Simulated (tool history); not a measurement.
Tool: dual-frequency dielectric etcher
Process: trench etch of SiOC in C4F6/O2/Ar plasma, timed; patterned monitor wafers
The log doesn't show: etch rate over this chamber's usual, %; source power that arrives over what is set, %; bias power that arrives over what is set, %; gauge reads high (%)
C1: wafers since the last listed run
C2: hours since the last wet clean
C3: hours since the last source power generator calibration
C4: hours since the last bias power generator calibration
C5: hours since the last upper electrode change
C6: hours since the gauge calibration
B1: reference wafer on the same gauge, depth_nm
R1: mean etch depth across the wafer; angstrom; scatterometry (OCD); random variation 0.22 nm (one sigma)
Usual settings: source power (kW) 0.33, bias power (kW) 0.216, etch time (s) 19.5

{"run": 1, "hour": 0.0, "source power (kW)": 0.33, "bias power (kW)": 0.216, "etch time (s)": 19.5, "C1": 0, "C2": 266.5, "C3": 1983.2, "C4": 1674.1, "C5": 630.5, "C6": 1376.3, "B1": 35.68, "R1": 396}
{"run": 2, "hour": 46.3, "source power (kW)": 0.33, "bias power (kW)": 0.216, "etch time (s)": 19.5, "C1": 471, "C2": 312.8, "C3": 2029.5, "C4": 1720.4, "C5": 676.8, "C6": 1422.6, "B1": 35.65, "R1": 395.9}
{"run": 3, "hour": 124.4, "source power (kW)": 0.33, "bias power (kW)": 0.216, "etch time (s)": 19.5, "C1": 795, "C2": 390.9, "C3": 2107.6, "C4": 1798.5, "C5": 754.9, "C6": 1500.7, "B1": 35.7, "R1": 401.5}
{"hour": 227.2, "done": "wet clean of the chamber"}
{"run": 4, "hour": 227.7, "source power (kW)": 0.33, "bias power (kW)": 0.216, "etch time (s)": 19.5, "C1": 807, "C2": 0.5, "C3": 2210.9, "C4": 1901.8, "C5": 858.2, "C6": 1604, "B1": 35.69, "R1": 402.6}
{"run": 5, "hour": 311.5, "source power (kW)": 0.33, "bias power (kW)": 0.216, "etch time (s)": 19.5, "C1": 853, "C2": 84.3, "C3": 2294.7, "C4": 1985.6, "C5": 942, "C6": 1687.8, "B1": 35.65, "R1": 401.1}
{"run": 6, "hour": 362.4, "source power (kW)": 0.33, "bias power (kW)": 0.216, "etch time (s)": 19.5, "C1": 518, "C2": 135.2, "C3": 2345.6, "C4": 2036.5, "C5": 992.9, "C6": 1738.7, "B1": 35.72, "R1": 403.2}
{"run": 7, "hour": 444.1, "source power (kW)": 0.33, "bias power (kW)": 0.216, "etch time (s)": 19.5, "C1": 832, "C2": 216.9, "C3": 2427.3, "C4": 2118.2, "C5": 1074.6, "C6": 1820.4, "B1": 35.73, "R1": 399.2}
{"run": 8, "hour": 506.3, "source power (kW)": 0.33, "bias power (kW)": 0.216, "etch time (s)": 19.5, "C1": 633, "C2": 279.1, "C3": 2489.5, "C4": 2180.4, "C5": 1136.8, "C6": 1882.6, "B1": 35.7, "R1": 394.1}
{"run": 9, "hour": 591.8, "source power (kW)": 0.36, "bias power (kW)": 0.216, "etch time (s)": 16.5, "C1": 870, "C2": 364.6, "C3": 2575, "C4": 2265.9, "C5": 1222.3, "C6": 1968.1, "B1": 35.72, "R1": 344.3}
{"run": 10, "hour": 664.2, "source power (kW)": 0.36, "bias power (kW)": 0.216, "etch time (s)": 16.5, "C1": 737, "C2": 437, "C3": 2647.4, "C4": 2338.3, "C5": 1294.7, "C6": 2040.5, "B1": 35.69, "R1": 341.5}
{"hour": 727.3, "done": "wet clean of the chamber"}
{"run": 11, "hour": 728.5, "source power (kW)": 0.36, "bias power (kW)": 0.216, "etch time (s)": 16.5, "C1": 410, "C2": 1.2, "C3": 2711.7, "C4": 2402.6, "C5": 1359, "C6": 2104.8, "B1": 35.69, "R1": 349.9}
{"run": 12, "hour": 807.2, "source power (kW)": 0.28, "bias power (kW)": 0.216, "etch time (s)": 19.5, "C1": 801, "C2": 79.9, "C3": 2790.4, "C4": 2481.3, "C5": 1437.7, "C6": 2183.5, "B1": 35.75, "R1": 381.5}
{"run": 13, "hour": 880.2, "source power (kW)": 0.28, "bias power (kW)": 0.216, "etch time (s)": 19.5, "C1": 743, "C2": 152.9, "C3": 2863.4, "C4": 2554.3, "C5": 1510.7, "C6": 2256.5, "B1": 35.69, "R1": 378.8}
{"hour": 916.0, "done": "bias power generator calibrated"}
{"run": 14, "hour": 963.4, "source power (kW)": 0.36, "bias power (kW)": 0.186, "etch time (s)": 17, "C1": 806, "C2": 236.1, "C3": 2946.6, "C4": 47.4, "C5": 1593.9, "C6": 2339.7, "B1": 35.71, "R1": 336.1}
{"run": 15, "hour": 1067.7, "source power (kW)": 0.33, "bias power (kW)": 0.198, "etch time (s)": 19.5, "C1": 1062, "C2": 340.4, "C3": 3050.9, "C4": 151.7, "C5": 1698.2, "C6": 2444, "B1": 35.66, "R1": 383.8}
{"run": 16, "hour": 1173.5, "source power (kW)": 0.4, "bias power (kW)": 0.241, "etch time (s)": 23.5, "C1": 1077, "C2": 446.2, "C3": 3156.7, "C4": 257.5, "C5": 1804, "C6": 2549.8, "B1": 35.71, "R1": 519.7}
{"hour": 1217.2, "done": "wet clean of the chamber"}
{"run": 17, "hour": 1217.7, "source power (kW)": 0.33, "bias power (kW)": 0.216, "etch time (s)": 19.5, "C1": 205, "C2": 0.5, "C3": 3200.9, "C4": 301.7, "C5": 1848.2, "C6": 2594, "B1": 35.69, "R1": 405}
{"hour": 1390.5, "done": "upper electrode replaced"}
{"hour": 1441.8, "done": "gauge calibrated"}
{"hour": 1515.6, "done": "source power generator calibrated"}
{"run": 18, "hour": 1520.5, "source power (kW)": 0.33, "bias power (kW)": 0.216, "etch time (s)": 19.5, "C1": 2799, "C2": 303.3, "C3": 4.9, "C4": 604.5, "C5": 130, "C6": 78.7, "B1": 35.73, "R1": 396.1}
{"run": 19, "hour": 1595.4, "source power (kW)": 0.33, "bias power (kW)": 0.238, "etch time (s)": 19.5, "C1": 762, "C2": 378.2, "C3": 79.8, "C4": 679.4, "C5": 204.9, "C6": 153.6, "B1": 35.67, "R1": 409.3}
{"run": 20, "hour": 1667.9, "source power (kW)": 0.33, "bias power (kW)": 0.242, "etch time (s)": 19.5, "C1": 738, "C2": 450.7, "C3": 152.3, "C4": 751.9, "C5": 277.4, "C6": 226.1, "B1": 35.73, "R1": 412.8}
{"run": 21, "hour": 1755.9, "source power (kW)": 0.33, "bias power (kW)": 0.252, "etch time (s)": 19.5, "C1": 896, "C2": 538.7, "C3": 240.3, "C4": 839.9, "C5": 365.4, "C6": 314.1, "B1": 35.75, "R1": 415.3}
{"hour": 1845.1, "done": "wet clean of the chamber"}
{"run": 22, "hour": 1853.7, "source power (kW)": 0.29, "bias power (kW)": 0.216, "etch time (s)": 19.5, "C1": 751, "C2": 8.6, "C3": 338.1, "C4": 937.7, "C5": 463.2, "C6": 411.9, "B1": 35.64, "R1": 388.3}
{"run": 23, "hour": 2026.9, "source power (kW)": 0.26, "bias power (kW)": 0.179, "etch time (s)": 22.5, "C1": 1764, "C2": 181.8, "C3": 511.3, "C4": 1110.9, "C5": 636.4, "C6": 585.1, "B1": 35.67, "R1": 398.1}
{"run": 24, "hour": 2089.0, "source power (kW)": 0.4, "bias power (kW)": 0.216, "etch time (s)": 19.5, "C1": 632, "C2": 243.9, "C3": 573.4, "C4": 1173, "C5": 698.5, "C6": 647.2, "B1": 35.76, "R1": 425.7}
{"run": 25, "hour": 2189.6, "source power (kW)": 0.36, "bias power (kW)": 0.216, "etch time (s)": 23.5, "C1": 1024, "C2": 344.5, "C3": 674, "C4": 1273.6, "C5": 799.1, "C6": 747.8, "B1": 35.73, "R1": 491.3}
{"run": 26, "hour": 2287.3, "source power (kW)": 0.37, "bias power (kW)": 0.216, "etch time (s)": 17.5, "C1": 995, "C2": 442.2, "C3": 771.7, "C4": 1371.3, "C5": 896.8, "C6": 845.5, "B1": 35.68, "R1": 366.6}
{"run": 27, "hour": 2363.3, "source power (kW)": 0.33, "bias power (kW)": 0.216, "etch time (s)": 19.5, "C1": 774, "C2": 518.2, "C3": 847.7, "C4": 1447.3, "C5": 972.8, "C6": 921.5, "B1": 35.7, "R1": 390.3}
{"run": 28, "hour": 2405.0, "source power (kW)": 0.33, "bias power (kW)": 0.173, "etch time (s)": 19.5, "C1": 424, "C2": 559.9, "C3": 889.4, "C4": 1489, "C5": 1014.5, "C6": 963.2, "B1": 35.69, "R1": 359.5}
{"hour": 2476.2, "done": "wet clean of the chamber"}
{"run": 29, "hour": 2492.8, "source power (kW)": 0.33, "bias power (kW)": 0.174, "etch time (s)": 17, "C1": 649, "C2": 16.6, "C3": 977.2, "C4": 1576.8, "C5": 1102.3, "C6": 1051, "B1": 35.73, "R1": 320.5}
{"run": 30, "hour": 2560.4, "source power (kW)": 0.33, "bias power (kW)": 0.216, "etch time (s)": 14, "C1": 688, "C2": 84.2, "C3": 1044.8, "C4": 1644.4, "C5": 1169.9, "C6": 1118.6, "B1": 35.66, "R1": 290.7}

Measured less the same run without the tool's hidden state. The same run-to-run variation is in both; the gauge's scatter may not be:
run=1 R1=-4.5
run=2 R1=-5.6
run=3 R1=-7.6
run=4 R1=-1.1
run=5 R1=-3.2
run=6 R1=-4.3
run=7 R1=-6.2
run=8 R1=-7.7
run=9 R1=-8.5
run=10 R1=-9.9
run=11 R1=-1.2
run=12 R1=-3
run=13 R1=-4.7
run=14 R1=-5.8
run=15 R1=-9.1
run=16 R1=-15.6
run=17 R1=-0.6
run=18 R1=-7.7
run=19 R1=-9.9
run=20 R1=-11.7
run=21 R1=-14.1
run=22 R1=+0.7
run=23 R1=-3.3
run=24 R1=-5.1
run=25 R1=-8.7
run=26 R1=-8.7
run=27 R1=-11.1
run=28 R1=-11.1
run=29 R1=-0.6
run=30 R1=-1.7
